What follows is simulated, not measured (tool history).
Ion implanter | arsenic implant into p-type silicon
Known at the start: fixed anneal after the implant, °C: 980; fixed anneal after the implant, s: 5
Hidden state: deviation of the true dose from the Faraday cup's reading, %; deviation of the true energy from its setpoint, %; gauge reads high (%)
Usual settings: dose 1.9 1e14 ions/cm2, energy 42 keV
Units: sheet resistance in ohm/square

run,hour,dose,energy,wafers since the last listed run,hours since the last dose calibration,hours since the extraction supply was calibrated,hours since the gauge calibration,"read-back reference wafer on the same gauge, sheet resistance",sheet resistance
1,0,1.9,30.5,0,217.2,1442.4,154.6,451.92,410.61
2,42.2,1.9,36,560,259.4,1484.6,196.8,452.13,400.15
3,124.8,1.9,36,1097,342,1567.2,279.4,452.01,398.98
4,177.4,1.9,36,698,394.6,1619.8,332,451.94,399.25
5,280,1.9,42,1363,497.2,1722.4,434.6,452.01,387.63
6,348.5,1.9,42,910,565.7,1790.9,503.1,452.16,388
7,397.2,1.75,42,647,614.4,1839.6,551.8,451.96,409.11
# hour 437.5: gauge calibrated
# hour 476.3: Faraday cup replaced and dose calibrated
8,503,1.75,42,1299,26.7,1945.4,65.5,452.02,411.47
9,559.1,1.75,42,745,82.8,2001.5,121.6,451.84,413.17
10,600.8,2.46,32.5,554,124.5,2043.2,163.3,451.78,338.4
11,689.4,1.9,36,1177,213.1,2131.8,251.9,451.98,398.69
12,747.8,1.9,36,776,271.5,2190.2,310.3,451.97,399.1
13,803.3,1.9,36.5,737,327,2245.7,365.8,451.99,397.51
14,867.3,1.9,53.5,850,391,2309.7,429.8,451.75,372.07
# hour 889.4: extraction supply calibrated
15,969.2,2.31,53,1247,492.9,79.8,531.7,451.84,324.95
# hour 1027.1: gauge calibrated
16,1055.5,1.65,33,1146,579.2,166.1,28.4,452.04,445.33
17,1143.8,2.47,42,1173,667.5,254.4,116.7,452.13,320.73

Forecast each of these 4 alternatives for the next run:
A,1144.2,1.9,42,5,667.9,254.8,117.1,?,?
B,1144.2,1.47,27.5,5,667.9,254.8,117.1,?,?
C,1144.2,2.08,52,5,667.9,254.8,117.1,?,?
D,1144.2,2.4,42,5,667.9,254.8,117.1,?,?

run,"read-back reference wafer on the same gauge, sheet resistance",sheet resistance
A,452.03,386.78
B,452.03,497.76
C,452.03,349.87
D,452.03,327.65
Without the tool's hidden state the same runs would have given:
run,sheet resistance
A,389.9
B,501.78
C,352.69
D,330.35

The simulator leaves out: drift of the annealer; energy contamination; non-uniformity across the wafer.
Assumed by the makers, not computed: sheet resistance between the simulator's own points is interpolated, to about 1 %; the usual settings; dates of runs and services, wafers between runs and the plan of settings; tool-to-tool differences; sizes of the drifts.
